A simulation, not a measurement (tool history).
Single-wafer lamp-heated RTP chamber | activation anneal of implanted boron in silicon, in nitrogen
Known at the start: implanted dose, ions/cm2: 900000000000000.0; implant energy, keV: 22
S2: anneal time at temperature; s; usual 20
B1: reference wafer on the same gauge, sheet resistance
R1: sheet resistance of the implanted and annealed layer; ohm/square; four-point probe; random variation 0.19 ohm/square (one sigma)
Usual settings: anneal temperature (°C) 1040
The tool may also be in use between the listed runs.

run 1 hour=0.0 | anneal_temperature_(°C)=1060 S2=20 | B1=149.01 | R1=128.79
run 2 hour=37.0 | anneal_temperature_(°C)=1060 S2=20 | B1=149.00 | R1=128.50
run 3 hour=73.4 | anneal_temperature_(°C)=1040 S2=20 | B1=148.97 | R1=129.19
run 4 hour=281.4 | anneal_temperature_(°C)=1040 S2=20 | B1=148.99 | R1=128.99
run 5 hour=310.8 | anneal_temperature_(°C)=1063 S2=20 | B1=148.99 | R1=128.69
run 6 hour=388.1 | anneal_temperature_(°C)=1063 S2=20 | B1=149.00 | R1=128.93
run 7 hour=427.4 | anneal_temperature_(°C)=1040 S2=27 | B1=149.00 | R1=129.39
run 8 hour=462.7 | anneal_temperature_(°C)=1040 S2=20 | B1=148.98 | R1=129.41
run 9 hour=521.3 | anneal_temperature_(°C)=1040 S2=20 | B1=149.06 | R1=129.40
run 10 hour=565.5 | anneal_temperature_(°C)=1040 S2=20 | B1=148.97 | R1=129.38
run 11 hour=629.4 | anneal_temperature_(°C)=1040 S2=20 | B1=149.03 | R1=129.48
run 12 hour=685.5 | anneal_temperature_(°C)=1040 S2=20 | B1=149.02 | R1=129.52
run 13 hour=725.1 | anneal_temperature_(°C)=1040 S2=20 | B1=148.95 | R1=129.68
run 14 hour=791.1 | anneal_temperature_(°C)=1040 S2=20 | B1=149.00 | R1=129.55
run 15 hour=822.7 | anneal_temperature_(°C)=1040 S2=20 | B1=149.01 | R1=129.42
run 16 hour=876.7 | anneal_temperature_(°C)=1032 S2=20 | B1=149.00 | R1=129.77
run 17 hour=923.2 | anneal_temperature_(°C)=1013 S2=13 | B1=149.00 | R1=132.26
run 18 hour=993.5 | anneal_temperature_(°C)=1052 S2=13 | B1=149.00 | R1=129.47
run 19 hour=1029.5 | anneal_temperature_(°C)=1015 S2=14 | B1=148.96 | R1=131.67
run 20 hour=1130.0 | anneal_temperature_(°C)=1049 S2=20 | B1=148.94 | R1=128.90
run 21 hour=1157.1 | anneal_temperature_(°C)=1025 S2=29 | B1=149.05 | R1=130.05
run 22 hour=1194.2 | anneal_temperature_(°C)=1060 S2=20 | B1=148.99 | R1=128.83
run 23 hour=1234.5 | anneal_temperature_(°C)=1052 S2=30 | B1=148.98 | R1=128.23
run 24 hour=1289.6 | anneal_temperature_(°C)=1040 S2=20 | B1=148.99 | R1=129.24
run 25 hour=1332.4 | anneal_temperature_(°C)=1019 S2=26 | B1=148.98 | R1=130.49
run 26 hour=1388.1 | anneal_temperature_(°C)=1051 S2=20 | B1=148.99 | R1=128.49
run 27 hour=1428.2 | anneal_temperature_(°C)=1040 S2=20 | B1=149.00 | R1=129.15
run 28 hour=1476.1 | anneal_temperature_(°C)=1062 S2=12 | B1=149.02 | R1=129.21
run 29 hour=1528.9 | anneal_temperature_(°C)=1055 S2=13 | B1=149.00 | R1=129.26
run 30 hour=1598.4 | anneal_temperature_(°C)=1023 S2=10 | B1=149.03 | R1=131.11
run 31 hour=1665.8 | anneal_temperature_(°C)=1027 S2=24 | B1=148.99 | R1=130.19
run 32 hour=1709.9 | anneal_temperature_(°C)=1040 S2=20 | B1=148.97 | R1=129.50
run 33 hour=1750.7 | anneal_temperature_(°C)=1052 S2=25 | B1=149.01 | R1=128.57

Not shown: 11 entries that the log had between the listed runs. Between which runs, and how does the tool's hidden state differ before and after?
Between runs 2 and 3: pyrometer window cleaned and pyrometer calibrated (hour 72.9)
  no hidden state differs between the two runs
Between runs 3 and 4: reflector plate cleaned (hour 93.6)
  no hidden state differs between the two runs
Between runs 5 and 6: pyrometer window cleaned and pyrometer calibrated (hour 372.3)
  no hidden state differs between the two runs
Between runs 11 and 12: gauge calibrated (hour 640.6); reflector plate cleaned (hour 667.3)
  no hidden state differs between the two runs
Between runs 12 and 13: pyrometer window cleaned and pyrometer calibrated (hour 715.9)
  no hidden state differs between the two runs
Between runs 19 and 20: pyrometer window cleaned and pyrometer calibrated (hour 1042.9)
  no hidden state differs between the two runs
Between runs 22 and 23: reflector plate cleaned (hour 1219.1)
  no hidden state differs between the two runs
Between runs 25 and 26: pyrometer window cleaned and pyrometer calibrated (hour 1368.2)
  no hidden state differs between the two runs
Between runs 31 and 32: pyrometer window cleaned and pyrometer calibrated (hour 1687.3)
  no hidden state differs between the two runs
Between runs 32 and 33: reflector plate cleaned (hour 1750.2)
  no hidden state differs between the two runs
